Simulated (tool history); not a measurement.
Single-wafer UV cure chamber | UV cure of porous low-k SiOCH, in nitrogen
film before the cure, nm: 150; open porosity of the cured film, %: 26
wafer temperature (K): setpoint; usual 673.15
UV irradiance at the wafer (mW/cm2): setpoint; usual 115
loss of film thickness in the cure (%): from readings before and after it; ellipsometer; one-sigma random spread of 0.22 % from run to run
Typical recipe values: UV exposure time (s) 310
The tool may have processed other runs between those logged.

| run | day | wafer temperature (K) | UV exposure time (s) | UV irradiance at the wafer (mW/cm2) | wafers since the last listed run | hours since the UV bulbs were replaced | wafers since the quartz window was cleaned | loss of film thickness in the cure (%) |
|---|---|---|---|---|---|---|---|---|
| 1 | 0 | 673.15 | 205 | 95 | 0 | 1563.6 | 831 | 13.945 |
| 2 | 2.283 | 673.15 | 270 | 124 | 465 | 1618.4 | 1297 | 16.679 |
| 3 | 6.004 | 673.15 | 310 | 115 | 758 | 1707.7 | 2056 | 17.106 |
| 4 | 8.367 | 673.15 | 310 | 115 | 481 | 1764.4 | 2538 | 17.623 |
| 5 | 11.954 | 673.15 | 310 | 115 | 731 | 1850.5 | 3269 | 17.262 |
| 6 | 15.171 | 673.15 | 310 | 115 | 656 | 1927.7 | 3926 | 17.248 |
| 7 | 17.775 | 673.15 | 310 | 115 | 531 | 1990.2 | 4457 | 16.828 |
|  | 18.925 | quartz window cleaned |
| 8 | 21.95 | 673.15 | 310 | 115 | 783 | 2090.4 | 617 | 17.104 |
| 9 | 24.404 | 673.15 | 365 | 115 | 500 | 2149.3 | 1117 | 18.141 |
| 10 | 28.529 | 673.15 | 310 | 115 | 841 | 2248.3 | 1959 | 16.742 |
| 11 | 31.425 | 673.15 | 310 | 115 | 590 | 2317.8 | 2549 | 16.794 |
| 12 | 35.742 | 673.15 | 310 | 94 | 880 | 2421.4 | 3430 | 15.621 |
| 13 | 37.633 | 673.15 | 310 | 94 | 385 | 2466.8 | 3815 | 15.619 |
| 14 | 40.017 | 673.15 | 310 | 115 | 486 | 2524 | 4302 | 17.085 |
|  | 41.208 | quartz window cleaned |
| 15 | 42.458 | 673.15 | 310 | 115 | 430 | 2582.6 | 255 | 16.545 |
| 16 | 46.333 | 673.15 | 310 | 115 | 790 | 2675.6 | 1045 | 16.639 |
|  | 51.321 | UV bulbs replaced |
| 17 | 58.167 | 688.15 | 495 | 115 | 2345 | 164.3 | 3391 | 20.987 |
| 18 | 61.258 | 673.15 | 170 | 128 | 630 | 238.5 | 4021 | 15.151 |
|  | 64.712 | quartz window cleaned |
| 19 | 65.654 | 688.15 | 310 | 115 | 828 | 344 | 191 | 18.07 |
| 20 | 69.429 | 673.15 | 310 | 115 | 769 | 434.6 | 961 | 17.684 |
| 21 | 71.221 | 673.15 | 310 | 115 | 365 | 477.6 | 1327 | 17.796 |
| 22 | 73.821 | 673.15 | 310 | 128 | 530 | 540 | 1857 | 18.299 |
| 23 | 76.596 | 673.15 | 310 | 115 | 565 | 606.6 | 2423 | 17.579 |
| 24 | 80.846 | 673.15 | 485 | 131 | 866 | 708.6 | 3290 | 20.581 |
| 25 | 85.117 | 656.15 | 310 | 115 | 871 | 811.1 | 4161 | 17.093 |

Run 26, settings as shown, results not yet in. Your forecast:
|  | 86.388 | quartz window cleaned |
| 26 | 88.475 | 673.15 | 310 | 91 | 616 | 891.7 | 425 | ? |

{"run 26": {"loss of film thickness in the cure (%)": 15.851}}
Take away the tool's hidden state, keep the run-to-run variation as it was, and the same run would have given loss of film thickness in the cure (%) 16.674.

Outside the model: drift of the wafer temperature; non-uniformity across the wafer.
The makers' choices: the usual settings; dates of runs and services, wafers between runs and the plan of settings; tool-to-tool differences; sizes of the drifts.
